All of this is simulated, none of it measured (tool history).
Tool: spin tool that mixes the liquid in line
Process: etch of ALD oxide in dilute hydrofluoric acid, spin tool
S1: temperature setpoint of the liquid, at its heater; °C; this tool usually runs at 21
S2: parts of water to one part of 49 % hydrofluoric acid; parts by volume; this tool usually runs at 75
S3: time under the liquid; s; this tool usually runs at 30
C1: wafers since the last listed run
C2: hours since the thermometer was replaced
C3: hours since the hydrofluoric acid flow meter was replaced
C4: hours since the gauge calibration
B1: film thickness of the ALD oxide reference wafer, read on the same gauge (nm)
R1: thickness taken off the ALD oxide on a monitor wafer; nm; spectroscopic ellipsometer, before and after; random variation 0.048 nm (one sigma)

run    hour    S1   S2  S3    C1      C2      C3     C4      B1     R1
  1       0    21   75  30     0    1828   996.9  175.8     130   6.98
  2    41.3    21   75  30   620  1869.3  1038.2  217.1  129.95   6.94
  3   109.6    21   75  30  1026  1937.6  1106.5  285.4  129.99   7.01
  4   177.3    21   75  30  1017  2005.3  1174.2  353.1  130.06   6.97
  5   240.3    21   75  30   946  2068.3  1237.2  416.1  130.04   6.95
  6     312    21   75  35  1077    2140  1308.9  487.8     130   8.08
  7   343.6    21   75  35   474  2171.6  1340.5  519.4  130.01   8.08
  8   374.1    21   90  30   458  2202.1    1371  549.9  130.01    5.7
  9   445.4    21   75  45  1071  2273.4  1442.3  621.2  130.01  10.39
 10   495.5    21   75  45   752  2323.5  1492.4  671.3     130  10.24
 11   532.5    21   75  30   555  2360.5  1529.4  708.3  129.98   6.89
 12   603.4    21   75  30  1065  2431.4  1600.3  779.2  130.01   6.89
      626.5  -- gauge calibrated
 13   669.2    21   75  30   988  2497.2  1666.1   42.7  129.98   6.86
 14   711.6    21   75  30   636  2539.6  1708.5   85.1     130   6.94
 15   757.2  17.5   55  15   685  2585.2  1754.1  130.7  129.94   4.08
 16   817.9    21   55  45   911  2645.9  1814.8  191.4     130  14.18
      824.6  -- thermometer replaced
 17   845.5  25.5  105  30   399    20.9  1842.4    219  129.96   6.07
      850.1  -- hydrofluoric acid flow meter replaced
 18   910.9    21   75  30   967    86.3    60.8  284.4  130.07   7.42
 19   945.8    19   50  30   524   121.2    95.7  319.3  129.99  10.54
 20   971.8    21   75  30   390   147.2   121.7  345.3  130.04   7.44
 21  1017.3    21   75  30   683   192.7   167.2  390.8  130.04   7.46
 22  1052.7  22.5   75  45   531   228.1   202.6  426.2     130  11.79
 23  1107.8    21   55  30   827   283.2   257.7  481.3     130  10.33
 24  1132.6  25.5   40  35   372     308   282.5  506.1  129.98  20.29

Below are 5 alternative next runs, each starting from the tool's condition after run 24. Predict each:
  A  1133    21   75  30   6  308.4  282.9  506.5   ?   ?
  B  1133    23   90  40   6  308.4  282.9  506.5   ?   ?
  C  1133  17.5   40  45   6  308.4  282.9  506.5   ?   ?
  D  1133  25.5  105  40   6  308.4  282.9  506.5   ?   ?
  E  1133    21   55  40   6  308.4  282.9  506.5   ?   ?

run      B1    R1
  A  129.95  7.41
  B  129.95  8.78
  C  129.95  18.7
  D  129.95  8.16
  E  129.95  13.8
With the hidden condition removed and each run's random variation left untouched, the same runs would have given:
run     R1
  A   7.49
  B   8.87
  C  18.91
  D   8.24
  E  13.95
